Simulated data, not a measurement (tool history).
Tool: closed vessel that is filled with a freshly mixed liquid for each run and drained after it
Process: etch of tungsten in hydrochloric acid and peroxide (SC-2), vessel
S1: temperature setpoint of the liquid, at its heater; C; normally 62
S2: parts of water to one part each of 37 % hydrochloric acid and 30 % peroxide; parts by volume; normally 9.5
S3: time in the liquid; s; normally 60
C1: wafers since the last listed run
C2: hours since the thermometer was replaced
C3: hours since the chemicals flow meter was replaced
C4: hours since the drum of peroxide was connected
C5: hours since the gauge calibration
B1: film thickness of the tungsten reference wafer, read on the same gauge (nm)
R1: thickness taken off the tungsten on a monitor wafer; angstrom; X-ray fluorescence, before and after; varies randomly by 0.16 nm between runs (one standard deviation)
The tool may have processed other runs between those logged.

run,hour,S1,S2,S3,C1,C2,C3,C4,C5,B1,R1
1,0,66.5,9.5,60,0,2518.3,1127.5,312.4,101.7,49.98,609
2,19,66.5,9.5,60,1645,2537.3,1146.5,331.4,120.7,50.01,606.7
3,33.2,62,9.5,60,1229,2551.5,1160.7,345.6,134.9,50,461.8
4,50.1,62,9.5,35,1463,2568.4,1177.6,362.5,151.8,50,270.4
5,67.3,62,9.5,35,1489,2585.6,1194.8,379.7,169,49.97,268.4
6,80.3,62,12.5,60,1125,2598.6,1207.8,392.7,182,49.98,365.1
7,89.3,62,12.5,60,779,2607.6,1216.8,401.7,191,50.01,366.6
8,98.9,62,11,60,831,2617.2,1226.4,411.3,200.6,49.97,405.7
9,111.3,62,9.5,60,1073,2629.6,1238.8,423.7,213,50.03,459.1
10,118.1,62,9.5,60,588,2636.4,1245.6,430.5,219.8,49.99,459.9
11,153.8,62,9.5,60,3091,2672.1,1281.3,466.2,255.5,50,459.8
# hour 160.4: gauge calibrated
# hour 166.3: chemicals flow meter replaced
12,166.8,62,12,60,1039,2685.1,0.5,479.2,6.4,49.99,396.6
13,177.2,62,12,60,900,2695.5,10.9,489.6,16.8,50.03,396.8
14,183.9,62,12,60,580,2702.2,17.6,496.3,23.5,50,395.9
15,196.3,62,14.5,60,1073,2714.6,30,508.7,35.9,49.98,336
16,207,70,6.5,70,926,2725.3,40.7,519.4,46.6,50.01,1238.2
17,219.2,62,9.5,60,1056,2737.5,52.9,531.6,58.8,49.97,481
18,231.6,71.5,9.5,75,1073,2749.9,65.3,544,71.2,49.99,1068.6
19,241.2,59.5,7,60,831,2759.5,74.9,553.6,80.8,50,526.8
20,258.7,67.5,9.5,60,1515,2777,92.4,571.1,98.3,50.02,671.4
21,269.2,56.5,7,60,909,2787.5,102.9,581.6,108.8,50.02,437
22,276.2,54,11,40,606,2794.5,109.9,588.6,115.8,49.97,170.1
# hour 280.1: thermometer replaced
# hour 284.6: new drum of peroxide connected
23,291.1,62,9.5,60,1116,11,124.8,6.5,130.7,49.99,480.5
24,308,62,9.5,60,1463,27.9,141.7,23.4,147.6,50.01,480.4
25,319.2,62,9.5,60,969,39.1,152.9,34.6,158.8,50.02,479.5
26,326.2,62,8,40,606,46.1,159.9,41.6,165.8,49.99,368.9
27,333,62,9.5,60,588,52.9,166.7,48.4,172.6,50,478.3
28,347.7,66.5,11.5,60,1272,67.6,181.4,63.1,187.3,50,539.3
29,359.9,62,9.5,60,1056,79.8,193.6,75.3,199.5,49.99,477.2

List, for all runs, the conditions of the tool that the log does not record:
liquid colder than its thermometer reads (K): 0 in every run
peroxide weaker than its label (%): 0 in every run
gauge reads high (%): 0 in every run
H1: chemicals flow below the setpoint (%)
run,H1
1,5.35
2,5.44
3,5.5
4,5.58
5,5.66
6,5.72
7,5.76
8,5.8
9,5.86
10,5.89
11,6.05
12,0.27
13,0.318
14,0.349
15,0.405
16,0.454
17,0.51
18,0.567
19,0.611
20,0.691
21,0.739
22,0.771
23,0.839
24,0.917
25,0.968
26,1
27,1.03
28,1.1
29,1.15
